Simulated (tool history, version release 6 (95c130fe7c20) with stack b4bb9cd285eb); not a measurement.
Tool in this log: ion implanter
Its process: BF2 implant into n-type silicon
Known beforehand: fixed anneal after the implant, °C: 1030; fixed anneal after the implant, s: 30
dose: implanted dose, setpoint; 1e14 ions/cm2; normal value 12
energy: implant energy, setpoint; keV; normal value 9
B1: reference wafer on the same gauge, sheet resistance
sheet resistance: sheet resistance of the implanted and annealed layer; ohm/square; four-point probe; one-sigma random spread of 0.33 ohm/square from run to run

Run 1, hour 0: usual settings; B1 179.93. Result: sheet resistance 161.28 ohm/square.
Run 2, hour 51.9: usual settings; B1 180.1. Result: sheet resistance 160.48 ohm/square.
Run 3, hour 92.8: usual settings; B1 179.99. Result: sheet resistance 160.79 ohm/square.
Run 4, hour 149.7: usual settings but dose 13.97 1e14 ions/cm2, energy 10.5 keV; B1 179.99. Result: sheet resistance 146.32 ohm/square.
Run 5, hour 202: usual settings; B1 180. Result: sheet resistance 160.85 ohm/square.
Run 6, hour 228.7: usual settings; B1 179.98. Result: sheet resistance 160.92 ohm/square.
Run 7, hour 283.6: usual settings; B1 180. Result: sheet resistance 160.85 ohm/square.
Run 8, hour 329.9: usual settings but dose 14.02 1e14 ions/cm2, energy 11 keV; B1 179.92. Result: sheet resistance 145.41 ohm/square.
Run 9, hour 357.3: usual settings but dose 14.02 1e14 ions/cm2, energy 11 keV; B1 180.03. Result: sheet resistance 145.23 ohm/square.
Run 10, hour 394.2: usual settings but dose 14.02 1e14 ions/cm2, energy 11 keV; B1 179.9. Result: sheet resistance 145.27 ohm/square.
At hour 493.1: gauge calibrated.
At hour 543.1: Faraday cup replaced and dose calibrated.
Run 11, hour 564: usual settings but dose 10.55 1e14 ions/cm2, energy 10.5 keV; B1 179.99. Result: sheet resistance 161.74 ohm/square.
Run 12, hour 588.5: usual settings but dose 8.41 1e14 ions/cm2, energy 7 keV; B1 179.99. Result: sheet resistance 203.49 ohm/square.
At hour 626.1: extraction supply calibrated.
Run 13, hour 642.7: usual settings but dose 10.55 1e14 ions/cm2, energy 10.5 keV; B1 179.95. Result: sheet resistance 162.25 ohm/square.
Run 14, hour 668.4: usual settings but dose 15.08 1e14 ions/cm2, energy 7.5 keV; B1 179.96. Result: sheet resistance 151.86 ohm/square.
Run 15, hour 703.7: usual settings but dose 9.78 1e14 ions/cm2, energy 11.5 keV; B1 179.92. Result: sheet resistance 165.51 ohm/square.
Run 16, hour 882.7: usual settings but dose 9.66 1e14 ions/cm2, energy 11 keV; B1 179.98. Result: sheet resistance 169.3 ohm/square.
Run 17, hour 935.8: usual settings but dose 9.48 1e14 ions/cm2, energy 7 keV; B1 179.92. Result: sheet resistance 190.35 ohm/square.
Run 18, hour 972.7: usual settings but dose 9.61 1e14 ions/cm2, energy 10.5 keV; B1 180.08. Result: sheet resistance 172.33 ohm/square.
Run 19, hour 1006: usual settings; B1 180.03. Result: sheet resistance 160.02 ohm/square.
Run 20, hour 1033.8: usual settings but dose 9.74 1e14 ions/cm2, energy 8 keV; B1 180.03. Result: sheet resistance 183.01 ohm/square.
Run 21, hour 1068.2: usual settings; B1 180. Result: sheet resistance 159.29 ohm/square.

What if the next run were any one of these 3? Each begins from the tool's condition after run 21:
Run A, hour 1068.6: usual settings but energy 11.5 keV; B1 ?. Result: sheet resistance ?.
Run B, hour 1068.6: usual settings but dose 10.73 1e14 ions/cm2; B1 ?. Result: sheet resistance ?.
Run C, hour 1068.6: usual settings but dose 12.93 1e14 ions/cm2, energy 10.5 keV; B1 ?. Result: sheet resistance ?.

run      B1  sheet resistance
  A  179.98            151.88
  B  179.98             168.9
  C  179.98            150.49
Had the tool no hidden state, the same runs would have come out as:
run  sheet resistance
  A            150.12
  B            166.49
  C            148.96

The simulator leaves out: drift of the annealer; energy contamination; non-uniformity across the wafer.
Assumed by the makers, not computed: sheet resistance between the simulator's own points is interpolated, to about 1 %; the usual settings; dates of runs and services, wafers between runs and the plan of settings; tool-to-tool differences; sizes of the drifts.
